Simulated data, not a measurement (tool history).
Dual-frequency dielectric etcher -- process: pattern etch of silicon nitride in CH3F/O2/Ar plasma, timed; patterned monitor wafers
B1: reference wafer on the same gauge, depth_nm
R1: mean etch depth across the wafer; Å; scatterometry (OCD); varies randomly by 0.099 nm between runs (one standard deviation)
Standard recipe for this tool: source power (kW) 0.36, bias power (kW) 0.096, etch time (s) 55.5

run 1 hour=0 | source_power_(kW)=0.3 bias_power_(kW)=0.096 etch_time_(s)=55.5 | B1=36.05 | R1=404.3
run 2 hour=56.7 | source_power_(kW)=0.36 bias_power_(kW)=0.096 etch_time_(s)=55.5 | B1=36.08 | R1=432.6
run 3 hour=87.1 | source_power_(kW)=0.36 bias_power_(kW)=0.096 etch_time_(s)=55.5 | B1=36.13 | R1=435.1
run 4 hour=141.1 | source_power_(kW)=0.36 bias_power_(kW)=0.096 etch_time_(s)=55.5 | B1=36.15 | R1=434.4
run 5 hour=193.1 | source_power_(kW)=0.36 bias_power_(kW)=0.096 etch_time_(s)=55.5 | B1=36.22 | R1=434.7
run 6 hour=218.3 | source_power_(kW)=0.36 bias_power_(kW)=0.096 etch_time_(s)=55.5 | B1=36.28 | R1=437.1
-- hour=249.7 gauge calibrated
run 7 hour=254.6 | source_power_(kW)=0.36 bias_power_(kW)=0.091 etch_time_(s)=55.5 | B1=35.37 | R1=415.8
run 8 hour=320.4 | source_power_(kW)=0.41 bias_power_(kW)=0.096 etch_time_(s)=60.5 | B1=35.34 | R1=488.1
-- hour=388.1 wet clean of the chamber
run 9 hour=388.6 | source_power_(kW)=0.41 bias_power_(kW)=0.096 etch_time_(s)=60.5 | B1=35.39 | R1=485.3
run 10 hour=449.7 | source_power_(kW)=0.41 bias_power_(kW)=0.096 etch_time_(s)=60.5 | B1=35.37 | R1=486.6
-- hour=515 source power generator calibrated
run 11 hour=578.2 | source_power_(kW)=0.36 bias_power_(kW)=0.073 etch_time_(s)=55.5 | B1=35.37 | R1=385.4
run 12 hour=614.6 | source_power_(kW)=0.36 bias_power_(kW)=0.114 etch_time_(s)=55.5 | B1=35.38 | R1=453.6
run 13 hour=644.6 | source_power_(kW)=0.36 bias_power_(kW)=0.096 etch_time_(s)=55.5 | B1=35.37 | R1=425.2
run 14 hour=683.2 | source_power_(kW)=0.29 bias_power_(kW)=0.085 etch_time_(s)=70 | B1=35.42 | R1=474.6
run 15 hour=748.2 | source_power_(kW)=0.32 bias_power_(kW)=0.096 etch_time_(s)=55.5 | B1=35.4 | R1=408.5
run 16 hour=800.6 | source_power_(kW)=0.33 bias_power_(kW)=0.096 etch_time_(s)=69 | B1=35.41 | R1=511.5
run 17 hour=850.6 | source_power_(kW)=0.36 bias_power_(kW)=0.096 etch_time_(s)=55.5 | B1=35.45 | R1=425
-- hour=895.6 wet clean of the chamber
run 18 hour=1006.9 | source_power_(kW)=0.39 bias_power_(kW)=0.104 etch_time_(s)=55.5 | B1=35.5 | R1=452
run 19 hour=1047.8 | source_power_(kW)=0.44 bias_power_(kW)=0.103 etch_time_(s)=68 | B1=35.47 | R1=578.4
run 20 hour=1117.8 | source_power_(kW)=0.43 bias_power_(kW)=0.115 etch_time_(s)=46 | B1=35.56 | R1=405.5
-- hour=1123.9 bias power generator calibrated
run 21 hour=1172.2 | source_power_(kW)=0.36 bias_power_(kW)=0.096 etch_time_(s)=55.5 | B1=35.51 | R1=426.9
-- hour=1199.6 upper electrode replaced
run 22 hour=1239.3 | source_power_(kW)=0.41 bias_power_(kW)=0.096 etch_time_(s)=45 | B1=35.61 | R1=365.2
run 23 hour=1277.5 | source_power_(kW)=0.44 bias_power_(kW)=0.096 etch_time_(s)=55.5 | B1=35.61 | R1=461.2
run 24 hour=1313 | source_power_(kW)=0.36 bias_power_(kW)=0.116 etch_time_(s)=55.5 | B1=35.59 | R1=458.7
run 25 hour=1360.2 | source_power_(kW)=0.44 bias_power_(kW)=0.089 etch_time_(s)=43 | B1=35.65 | R1=347.9
-- hour=1412.6 wet clean of the chamber
run 26 hour=1413.1 | source_power_(kW)=0.36 bias_power_(kW)=0.075 etch_time_(s)=44.5 | B1=35.66 | R1=314.3
run 27 hour=1435.5 | source_power_(kW)=0.36 bias_power_(kW)=0.096 etch_time_(s)=55.5 | B1=35.64 | R1=428.7
run 28 hour=1460.5 | source_power_(kW)=0.36 bias_power_(kW)=0.109 etch_time_(s)=39 | B1=35.68 | R1=316.2
run 29 hour=1516.8 | source_power_(kW)=0.42 bias_power_(kW)=0.116 etch_time_(s)=55.5 | B1=35.73 | R1=487
run 30 hour=1547.8 | source_power_(kW)=0.33 bias_power_(kW)=0.096 etch_time_(s)=42 | B1=35.7 | R1=314.3
run 31 hour=1722.6 | source_power_(kW)=0.36 bias_power_(kW)=0.096 etch_time_(s)=39.5 | B1=35.87 | R1=307.1

Per-run results on a tool with no hidden state, each run keeping its own random variation:
Unlogged tool condition in this case: etch rate over this chamber's usual, %; source power that arrives over what is set, %; bias power that arrives over what is set, %; gauge reads high (%).
run=1 R1=396
run=2 R1=423.1
run=3 R1=425.2
run=4 R1=424
run=5 R1=423.7
run=6 R1=425.9
run=7 R1=415.2
run=8 R1=487.4
run=9 R1=484.5
run=10 R1=485.7
run=11 R1=384.5
run=12 R1=452.6
run=13 R1=424.1
run=14 R1=473.3
run=15 R1=407.2
run=16 R1=509.8
run=17 R1=423.4
run=18 R1=449.7
run=19 R1=575.1
run=20 R1=402.9
run=21 R1=423.9
run=22 R1=362.3
run=23 R1=457.4
run=24 R1=454.6
run=25 R1=344.6
run=26 R1=311
run=27 R1=424.1
run=28 R1=312.7
run=29 R1=481.2
run=30 R1=310.5
run=31 R1=302.3
